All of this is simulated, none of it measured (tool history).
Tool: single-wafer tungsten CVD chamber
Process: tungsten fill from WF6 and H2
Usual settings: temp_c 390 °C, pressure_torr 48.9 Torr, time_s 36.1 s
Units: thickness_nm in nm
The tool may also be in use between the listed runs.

| run | hour | temp_c | pressure_torr | time_s | read-back reference wafer on the same gauge, thickness_nm | thickness_nm |
|---|---|---|---|---|---|---|
| 1 | 0.0 | 390 | 48.9 | 36.1 | 88.034 | 103.028 |
| 2 | 238.9 | 390 | 48.9 | 36.1 | 88.070 | 103.054 |
| 3 | 310.1 | 390 | 48.9 | 36.1 | 88.028 | 102.738 |
| 4 | 374.3 | 380 | 48.9 | 36.1 | 87.864 | 86.048 |
| 5 | 416.2 | 380 | 48.9 | 36.1 | 88.045 | 86.034 |
| 6 | 487.8 | 390 | 48.9 | 36.1 | 87.978 | 102.474 |
| 7 | 554.4 | 394 | 48.9 | 36.1 | 87.963 | 108.997 |
| 8 | 645.3 | 382 | 48.9 | 36.1 | 87.901 | 89.004 |
| 9 | 732.7 | 386 | 48.9 | 36.1 | 88.084 | 94.950 |
| 10 | 802.1 | 386 | 48.9 | 36.1 | 88.036 | 95.043 |
|  | 949.9 | thermocouple changed; heater temperature recalibrated |
|  | 953.7 | gauge calibrated |
| 11 | 1093.3 | 386 | 48.9 | 36.1 | 87.979 | 94.598 |
| 12 | 1279.0 | 390 | 48.9 | 36.1 | 88.007 | 101.722 |
| 13 | 1333.2 | 379 | 54.0 | 36.1 | 87.945 | 89.122 |
| 14 | 1378.4 | 390 | 48.9 | 41.8 | 88.037 | 118.408 |
|  | 1391.2 | capacitance manometer re-zeroed and calibrated |
| 15 | 1414.8 | 377 | 40.8 | 33.2 | 87.966 | 64.370 |
| 16 | 1503.8 | 377 | 48.9 | 29.2 | 87.999 | 63.518 |
| 17 | 1561.1 | 390 | 52.7 | 40.9 | 88.017 | 117.357 |
|  | 1599.1 | showerhead replaced |
| 18 | 1626.8 | 383 | 53.0 | 31.5 | 88.136 | 80.050 |
| 19 | 1674.4 | 398 | 48.9 | 29.7 | 87.969 | 92.435 |
|  | 1714.1 | capacitance manometer re-zeroed and calibrated, repeated, since the last time left the tool worse |
| 20 | 1763.8 | 390 | 48.9 | 36.1 | 87.989 | 104.045 |
| 21 | 1849.7 | 383 | 53.0 | 31.5 | 87.944 | 84.423 |
| 22 | 1889.1 | 390 | 48.9 | 36.1 | 87.974 | 103.840 |
| 23 | 1960.5 | 390 | 48.9 | 36.1 | 87.944 | 103.667 |
| 24 | 2015.3 | 390 | 53.8 | 32.8 | 87.981 | 99.580 |

Hidden state or all else? Some run-to-run changes of thickness_nm, split into what the settings, what came in and random variation would give without the hidden state, and what is left for the hidden state (with any gauge scatter that isn't in both results):
The hidden state here: wafer temperature above the value expected at the setpoint (K); true pressure above the setpoint (%); gauge reads high (%).
Run 14 -> 15: temp_c 390 -> 377, pressure_torr 48.9 -> 40.8, time_s 41.8 -> 33.2, capacitance manometer re-zeroed and calibrated. thickness_nm -54.038 nm: hidden state -0.359, all else -53.679.
Run 16 -> 17: temp_c 377 -> 390, pressure_torr 48.9 -> 52.7, time_s 29.2 -> 40.9. thickness_nm +53.839 nm: hidden state -2.950, all else +56.789.
Run 19 -> 20: temp_c 398 -> 390, time_s 29.7 -> 36.1, capacitance manometer re-zeroed and calibrated, repeated, since the last time left the tool worse. thickness_nm +11.610 nm: hidden state +5.151, all else +6.459.
